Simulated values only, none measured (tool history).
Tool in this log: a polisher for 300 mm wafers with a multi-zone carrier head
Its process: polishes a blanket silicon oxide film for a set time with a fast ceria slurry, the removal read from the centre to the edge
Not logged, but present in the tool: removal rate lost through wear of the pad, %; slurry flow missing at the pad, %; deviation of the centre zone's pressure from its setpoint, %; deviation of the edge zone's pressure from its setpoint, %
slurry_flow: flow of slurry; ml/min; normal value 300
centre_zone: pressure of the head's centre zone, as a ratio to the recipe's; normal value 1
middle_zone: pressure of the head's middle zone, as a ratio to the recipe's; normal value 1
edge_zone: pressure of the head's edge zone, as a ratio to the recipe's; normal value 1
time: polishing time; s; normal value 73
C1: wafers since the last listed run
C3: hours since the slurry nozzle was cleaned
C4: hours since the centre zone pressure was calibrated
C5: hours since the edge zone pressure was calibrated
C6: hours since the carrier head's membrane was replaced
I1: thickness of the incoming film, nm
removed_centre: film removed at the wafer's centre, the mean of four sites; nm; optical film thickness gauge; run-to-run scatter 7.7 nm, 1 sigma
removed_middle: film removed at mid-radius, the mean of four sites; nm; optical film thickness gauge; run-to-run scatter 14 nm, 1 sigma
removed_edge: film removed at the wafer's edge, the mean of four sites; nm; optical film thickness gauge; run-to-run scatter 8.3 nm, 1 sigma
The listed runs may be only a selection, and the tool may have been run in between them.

{"run": 1, "day": 0.0, "slurry_flow": 300, "centre_zone": 1, "middle_zone": 1, "edge_zone": 1, "time": 73, "C1": 0, "wafers polished on this pad": 723, "C3": 104.6, "C4": 464.6, "C5": 327.7, "C6": 928, "I1": 2880.6, "removed_centre": 946.4, "removed_middle": 972.7, "removed_edge": 931.4}
{"day": 0.158, "done": "edge zone pressure recalibrated"}
{"run": 2, "day": 0.646, "slurry_flow": 300, "centre_zone": 1, "middle_zone": 1, "edge_zone": 1, "time": 73, "C1": 158, "wafers polished on this pad": 882, "C3": 120.1, "C4": 480.1, "C5": 11.7, "C6": 943.5, "I1": 2840.1, "removed_centre": 945.1, "removed_middle": 984.3, "removed_edge": 950.9}
{"run": 3, "day": 2.058, "slurry_flow": 300, "centre_zone": 1, "middle_zone": 1, "edge_zone": 1, "time": 73, "C1": 397, "wafers polished on this pad": 1279, "C3": 154, "C4": 514, "C5": 45.6, "C6": 977.4, "I1": 2871.7, "removed_centre": 938.4, "removed_middle": 984, "removed_edge": 934.8}
{"run": 4, "day": 2.779, "slurry_flow": 300, "centre_zone": 1, "middle_zone": 1, "edge_zone": 1, "time": 73, "C1": 202, "wafers polished on this pad": 1482, "C3": 171.3, "C4": 531.3, "C5": 62.9, "C6": 994.7, "I1": 2808.5, "removed_centre": 942.6, "removed_middle": 954.1, "removed_edge": 926.6}
{"day": 3.429, "done": "worn pad replaced by a new one"}
{"day": 3.658, "done": "carrier head's membrane replaced by a new one"}
{"run": 5, "day": 3.817, "slurry_flow": 300, "centre_zone": 1, "middle_zone": 1, "edge_zone": 1, "time": 73, "C1": 186, "wafers polished on this pad": 50, "C3": 196.2, "C4": 556.2, "C5": 87.8, "C6": 3.8, "I1": 2884.3, "removed_centre": 948.5, "removed_middle": 960.6, "removed_edge": 949.5}
{"run": 6, "day": 4.825, "slurry_flow": 300, "centre_zone": 1, "middle_zone": 1, "edge_zone": 1, "time": 73, "C1": 283, "wafers polished on this pad": 334, "C3": 220.4, "C4": 580.4, "C5": 112, "C6": 28, "I1": 2882.7, "removed_centre": 936.2, "removed_middle": 953.5, "removed_edge": 934.1}
{"run": 7, "day": 6.025, "slurry_flow": 300, "centre_zone": 1, "middle_zone": 1, "edge_zone": 1, "time": 73, "C1": 337, "wafers polished on this pad": 672, "C3": 249.2, "C4": 609.2, "C5": 140.8, "C6": 56.8, "I1": 2904, "removed_centre": 936.3, "removed_middle": 957.5, "removed_edge": 943.6}
{"run": 8, "day": 6.871, "slurry_flow": 300, "centre_zone": 1, "middle_zone": 0.93, "edge_zone": 1, "time": 73, "C1": 238, "wafers polished on this pad": 910, "C3": 269.5, "C4": 629.5, "C5": 161.1, "C6": 77.1, "I1": 2914.1, "removed_centre": 938.8, "removed_middle": 894.6, "removed_edge": 922.1}
{"run": 9, "day": 7.625, "slurry_flow": 300, "centre_zone": 1, "middle_zone": 1, "edge_zone": 1, "time": 73, "C1": 212, "wafers polished on this pad": 1122, "C3": 287.6, "C4": 647.6, "C5": 179.2, "C6": 95.2, "I1": 2842.8, "removed_centre": 936.2, "removed_middle": 947.5, "removed_edge": 909.1}
{"day": 8.442, "done": "worn pad replaced by a new one"}
{"run": 10, "day": 8.604, "slurry_flow": 300, "centre_zone": 1, "middle_zone": 1.04, "edge_zone": 1, "time": 73, "C1": 228, "wafers polished on this pad": 46, "C3": 311.1, "C4": 671.1, "C5": 202.7, "C6": 118.7, "I1": 2817.5, "removed_centre": 944.8, "removed_middle": 1003.1, "removed_edge": 933.2}
{"day": 9.704, "done": "centre zone pressure recalibrated"}
{"run": 11, "day": 9.954, "slurry_flow": 275, "centre_zone": 1, "middle_zone": 0.94, "edge_zone": 0.95, "time": 73, "C1": 356, "wafers polished on this pad": 402, "C3": 343.5, "C4": 6, "C5": 235.1, "C6": 151.1, "I1": 2833.7, "removed_centre": 933.4, "removed_middle": 881.4, "removed_edge": 895.9}
{"run": 12, "day": 10.55, "slurry_flow": 300, "centre_zone": 1, "middle_zone": 1, "edge_zone": 1, "time": 73, "C1": 167, "wafers polished on this pad": 570, "C3": 357.8, "C4": 20.3, "C5": 249.4, "C6": 165.4, "I1": 2868.7, "removed_centre": 927.4, "removed_middle": 938, "removed_edge": 928.9}
{"run": 13, "day": 11.083, "slurry_flow": 360, "centre_zone": 1.11, "middle_zone": 1, "edge_zone": 1.08, "time": 66, "C1": 150, "wafers polished on this pad": 720, "C3": 370.6, "C4": 33.1, "C5": 262.2, "C6": 178.2, "I1": 2836.7, "removed_centre": 940.1, "removed_middle": 862.5, "removed_edge": 866.6}
{"run": 14, "day": 11.817, "slurry_flow": 245, "centre_zone": 1, "middle_zone": 0.94, "edge_zone": 1, "time": 73, "C1": 206, "wafers polished on this pad": 926, "C3": 388.2, "C4": 50.7, "C5": 279.8, "C6": 195.8, "I1": 2846, "removed_centre": 887, "removed_middle": 845.8, "removed_edge": 890.5}
{"run": 15, "day": 13.296, "slurry_flow": 220, "centre_zone": 1, "middle_zone": 1, "edge_zone": 1.06, "time": 59, "C1": 416, "wafers polished on this pad": 1343, "C3": 423.7, "C4": 86.2, "C5": 315.3, "C6": 231.3, "I1": 2833.5, "removed_centre": 709.4, "removed_middle": 722, "removed_edge": 724.6}
{"day": 13.646, "done": "slurry nozzle cleaned"}
{"day": 13.65, "done": "worn pad replaced by a new one"}
{"day": 13.75, "done": "edge zone pressure recalibrated"}
{"run": 16, "day": 14.096, "slurry_flow": 235, "centre_zone": 1, "middle_zone": 0.94, "edge_zone": 0.91, "time": 73, "C1": 189, "wafers polished on this pad": 102, "C3": 10.8, "C4": 105.4, "C5": 8.3, "C6": 250.5, "I1": 2833.8, "removed_centre": 926, "removed_middle": 885.2, "removed_edge": 876.9}
{"run": 17, "day": 14.962, "slurry_flow": 300, "centre_zone": 1, "middle_zone": 1, "edge_zone": 1, "time": 73, "C1": 243, "wafers polished on this pad": 346, "C3": 31.6, "C4": 126.2, "C5": 29.1, "C6": 271.3, "I1": 2884.7, "removed_centre": 947.9, "removed_middle": 964.4, "removed_edge": 931.1}
{"run": 18, "day": 15.738, "slurry_flow": 300, "centre_zone": 1.11, "middle_zone": 0.88, "edge_zone": 1.12, "time": 87, "C1": 218, "wafers polished on this pad": 564, "C3": 50.2, "C4": 144.8, "C5": 47.7, "C6": 289.9, "I1": 2876, "removed_centre": 1244.9, "removed_middle": 1016.3, "removed_edge": 1168.6}
{"run": 19, "day": 16.679, "slurry_flow": 245, "centre_zone": 1, "middle_zone": 1, "edge_zone": 1, "time": 73, "C1": 265, "wafers polished on this pad": 829, "C3": 72.8, "C4": 167.4, "C5": 70.3, "C6": 312.5, "I1": 2783.7, "removed_centre": 934.5, "removed_middle": 953.2, "removed_edge": 920}
{"run": 20, "day": 17.188, "slurry_flow": 230, "centre_zone": 0.96, "middle_zone": 1, "edge_zone": 1, "time": 58, "C1": 143, "wafers polished on this pad": 972, "C3": 85, "C4": 179.6, "C5": 82.5, "C6": 324.7, "I1": 2873.5, "removed_centre": 692.8, "removed_middle": 741, "removed_edge": 722.8}
{"run": 21, "day": 17.833, "slurry_flow": 260, "centre_zone": 1, "middle_zone": 1, "edge_zone": 1, "time": 66, "C1": 181, "wafers polished on this pad": 1154, "C3": 100.5, "C4": 195.1, "C5": 98, "C6": 340.2, "I1": 2862.7, "removed_centre": 851.9, "removed_middle": 854.2, "removed_edge": 844.5}
{"run": 22, "day": 19.138, "slurry_flow": 300, "centre_zone": 1, "middle_zone": 1, "edge_zone": 1, "time": 73, "C1": 367, "wafers polished on this pad": 1521, "C3": 131.8, "C4": 226.4, "C5": 129.3, "C6": 371.5, "I1": 2859.8, "removed_centre": 940.8, "removed_middle": 956.2, "removed_edge": 941.5}
{"day": 19.592, "done": "worn pad replaced by a new one"}
{"run": 23, "day": 19.8, "slurry_flow": 235, "centre_zone": 1.12, "middle_zone": 1.12, "edge_zone": 1.1, "time": 73, "C1": 139, "wafers polished on this pad": 58, "C3": 147.7, "C4": 242.3, "C5": 145.2, "C6": 387.4, "I1": 2831.4, "removed_centre": 1025.7, "removed_middle": 1033.8, "removed_edge": 952.9}

Forecast each of these 3 alternatives for the next run:
{"run": "A", "day": 19.817, "slurry_flow": 300, "centre_zone": 1, "middle_zone": 1, "edge_zone": 1, "time": 51, "C1": 4, "wafers polished on this pad": 63, "C3": 148.1, "C4": 242.7, "C5": 145.6, "C6": 387.8, "I1": 2820.6, "removed_centre": "?", "removed_middle": "?", "removed_edge": "?"}
{"run": "B", "day": 19.817, "slurry_flow": 300, "centre_zone": 1, "middle_zone": 1, "edge_zone": 1, "time": 64, "C1": 4, "wafers polished on this pad": 63, "C3": 148.1, "C4": 242.7, "C5": 145.6, "C6": 387.8, "I1": 2820.6, "removed_centre": "?", "removed_middle": "?", "removed_edge": "?"}
{"run": "C", "day": 19.817, "slurry_flow": 390, "centre_zone": 1, "middle_zone": 1, "edge_zone": 1, "time": 73, "C1": 4, "wafers polished on this pad": 63, "C3": 148.1, "C4": 242.7, "C5": 145.6, "C6": 387.8, "I1": 2820.6, "removed_centre": "?", "removed_middle": "?", "removed_edge": "?"}

run=A removed_centre=660.1 removed_middle=663.2 removed_edge=654.1
run=B removed_centre=828.3 removed_middle=832.3 removed_edge=820.8
run=C removed_centre=971.2 removed_middle=973.4 removed_edge=954.4
Without the tool's unlogged condition, the same runs would have read:
run=A removed_centre=667.7 removed_middle=670.2 removed_edge=659.3
run=B removed_centre=837.9 removed_middle=841.1 removed_edge=827.4
run=C removed_centre=979.8 removed_middle=981.3 removed_edge=960.4
